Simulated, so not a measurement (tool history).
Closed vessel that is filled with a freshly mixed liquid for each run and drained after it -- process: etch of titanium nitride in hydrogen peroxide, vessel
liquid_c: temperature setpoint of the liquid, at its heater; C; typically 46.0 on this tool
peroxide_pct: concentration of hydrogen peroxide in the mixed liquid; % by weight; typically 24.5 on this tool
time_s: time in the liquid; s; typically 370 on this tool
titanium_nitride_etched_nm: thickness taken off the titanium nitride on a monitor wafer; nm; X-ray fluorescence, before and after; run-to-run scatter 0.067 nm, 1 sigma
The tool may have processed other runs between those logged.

run,day,liquid_c,peroxide_pct,time_s,"read-back film thickness of the titanium nitride reference wafer, read on the same gauge (nm)",titanium_nitride_etched_nm
1,0.000,46.0,24.5,370,39.98,18.18
# day 0.438: gauge calibrated
2,1.250,46.0,24.5,370,40.02,18.21
3,2.400,46.0,24.5,370,39.97,18.16
4,3.700,50.0,24.5,475,40.01,31.43
5,6.912,46.0,24.5,370,40.00,18.09
6,7.983,46.0,24.5,370,39.99,17.92
7,8.662,46.0,24.5,370,40.01,18.02
8,9.904,46.0,24.5,370,39.98,17.89
9,10.621,46.0,24.5,370,39.99,17.83
10,11.646,46.0,24.5,370,39.98,17.91
11,12.158,46.0,24.5,370,39.98,17.71
# day 12.275: new drum of peroxide connected
12,13.238,46.0,24.5,370,40.00,17.97
13,14.017,46.0,24.5,370,40.00,18.07
14,15.033,46.0,24.5,370,40.01,17.97
15,16.500,46.0,24.5,370,40.01,17.86
16,17.946,46.0,24.5,370,39.98,17.76
17,18.546,46.0,21.0,195,39.99,9.17
18,19.229,46.0,24.5,370,39.99,17.85
19,20.212,37.5,24.5,235,39.97,5.93
20,20.979,46.0,18.0,230,39.99,10.34
21,21.979,46.0,24.5,450,39.98,21.58
# day 22.154: gauge calibrated
# day 22.892: thermometer replaced
22,22.912,46.0,24.5,195,40.00,9.30
# day 23.138: peroxide flow meter replaced
23,24.212,43.5,24.5,370,39.98,15.18
24,25.096,46.0,24.5,370,40.00,18.15
25,26.308,40.0,29.0,165,40.00,5.32
# day 26.562: new drum of peroxide connected
26,27.288,53.0,21.0,455,39.98,36.45
27,29.692,49.5,24.5,370,39.99,23.61

Consider 4 possible next runs. They are alternatives, not a sequence: every one starts from the tool as it was left by run 27. What does each give?
A,29.725,46.0,30.0,370,?,?
B,29.725,46.0,22.5,370,?,?
C,29.725,40.0,24.5,535,?,?
D,29.725,54.0,27.0,285,?,?

run,"read-back film thickness of the titanium nitride reference wafer, read on the same gauge (nm)",titanium_nitride_etched_nm
A,40.00,19.24
B,40.00,18.07
C,40.00,16.92
D,40.00,25.81
What these runs would have given with no unlogged condition in the tool:
run,titanium_nitride_etched_nm
A,19.46
B,18.27
C,17.11
D,26.10
